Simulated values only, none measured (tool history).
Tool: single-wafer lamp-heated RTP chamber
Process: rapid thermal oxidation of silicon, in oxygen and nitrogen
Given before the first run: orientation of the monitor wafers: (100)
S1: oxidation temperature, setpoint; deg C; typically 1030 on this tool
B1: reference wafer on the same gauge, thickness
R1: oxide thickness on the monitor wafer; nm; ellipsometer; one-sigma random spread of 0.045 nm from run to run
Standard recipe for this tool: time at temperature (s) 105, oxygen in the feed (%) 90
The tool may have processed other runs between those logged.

Run 1, hour 0: usual settings; B1 9.13. Result: R1 9.717 nm.
Run 2, hour 35.3: usual settings; B1 9.128. Result: R1 9.602 nm.
Run 3, hour 103.1: usual settings; B1 9.125. Result: R1 9.617 nm.
Run 4, hour 149.7: usual settings; B1 9.085. Result: R1 9.603 nm.
Run 5, hour 184.1: usual settings; B1 9.066. Result: R1 9.589 nm.
Run 6, hour 250.7: usual settings but time at temperature (s) 127; B1 9.078. Result: R1 10.519 nm.
Run 7, hour 295.2: usual settings but oxygen in the feed (%) 67; B1 9.089. Result: R1 8.629 nm.
Run 8, hour 355.5: usual settings but oxygen in the feed (%) 67; B1 9.054. Result: R1 8.624 nm.
Run 9, hour 381.2: usual settings but oxygen in the feed (%) 67; B1 9.088. Result: R1 8.64 nm.
At hour 531: pyrometer window cleaned and pyrometer calibrated.
Run 10, hour 571.6: usual settings; B1 9.05. Result: R1 9.554 nm.
Run 11, hour 618.4: usual settings; B1 9.053. Result: R1 9.548 nm.
Run 12, hour 643.3: usual settings; B1 9.015. Result: R1 9.581 nm.
Run 13, hour 681: usual settings; B1 9.025. Result: R1 9.597 nm.
Run 14, hour 730.4: usual settings; B1 9.02. Result: R1 9.57 nm.
Run 15, hour 777.5: usual settings but S1 1017 deg C, time at temperature (s) 119, oxygen in the feed (%) 65; B1 9.008. Result: R1 8.136 nm.
Run 16, hour 818.6: usual settings but oxygen in the feed (%) 98; B1 8.998. Result: R1 9.8 nm.
Run 17, hour 859.8: usual settings but time at temperature (s) 62; B1 9.007. Result: R1 7.533 nm.
At hour 945.2: gauge calibrated.
At hour 1009.6: pyrometer window cleaned and pyrometer calibrated.
Run 18, hour 1059.7: usual settings but time at temperature (s) 127; B1 9.39. Result: R1 10.858 nm.
Run 19, hour 1130.6: usual settings but S1 1011 deg C, time at temperature (s) 76, oxygen in the feed (%) 98; B1 9.371. Result: R1 7.702 nm.
Run 20, hour 1196.1: usual settings but S1 1019 deg C, oxygen in the feed (%) 61; B1 9.37. Result: R1 8.016 nm.
Run 21, hour 1256.4: usual settings but S1 1050 deg C; B1 9.364. Result: R1 11.309 nm.
At hour 1274.4: oxygen flow controller replaced.
Run 22, hour 1306.8: usual settings but time at temperature (s) 144, oxygen in the feed (%) 80; B1 9.346. Result: R1 10.883 nm.
Run 23, hour 1352.8: usual settings but S1 1007 deg C, time at temperature (s) 127; B1 9.352. Result: R1 9.076 nm.
Run 24, hour 1412.7: usual settings but S1 1053 deg C, time at temperature (s) 147; B1 9.345. Result: R1 13.559 nm.
Run 25, hour 1497.7: usual settings but time at temperature (s) 126; B1 9.323. Result: R1 10.643 nm.
Run 26, hour 1557.1: usual settings; B1 9.3. Result: R1 9.818 nm.
Run 27, hour 1587.6: usual settings but S1 1020 deg C, time at temperature (s) 152, oxygen in the feed (%) 98; B1 9.308. Result: R1 11.264 nm.
At hour 1597.9: pyrometer window cleaned and pyrometer calibrated.
Run 28, hour 1625.3: usual settings but time at temperature (s) 117; B1 9.3. Result: R1 10.345 nm.
Run 29, hour 1660.9: usual settings but S1 1004 deg C, oxygen in the feed (%) 98; B1 9.328. Result: R1 8.368 nm.
Run 30, hour 1727.5: usual settings but S1 1045 deg C, time at temperature (s) 145, oxygen in the feed (%) 98; B1 9.271. Result: R1 13.225 nm.
Run 31, hour 1762.8: usual settings but S1 1017 deg C, time at temperature (s) 119, oxygen in the feed (%) 65; B1 9.286. Result: R1 8.431 nm.
Run 32, hour 1794.6: usual settings; B1 9.278. Result: R1 9.78 nm.
Run 33, hour 1847.5: usual settings but S1 1058 deg C, time at temperature (s) 82, oxygen in the feed (%) 69; B1 9.292. Result: R1 9.706 nm.

Run 34 comes next. What will it give?
Run 34, hour 1909.3: usual settings; B1 ?. Result: R1 ?.

Run 34 came out at B1 9.26, R1 9.781 nm.
With no hidden state in the tool, this same run would have given R1 9.827 nm.
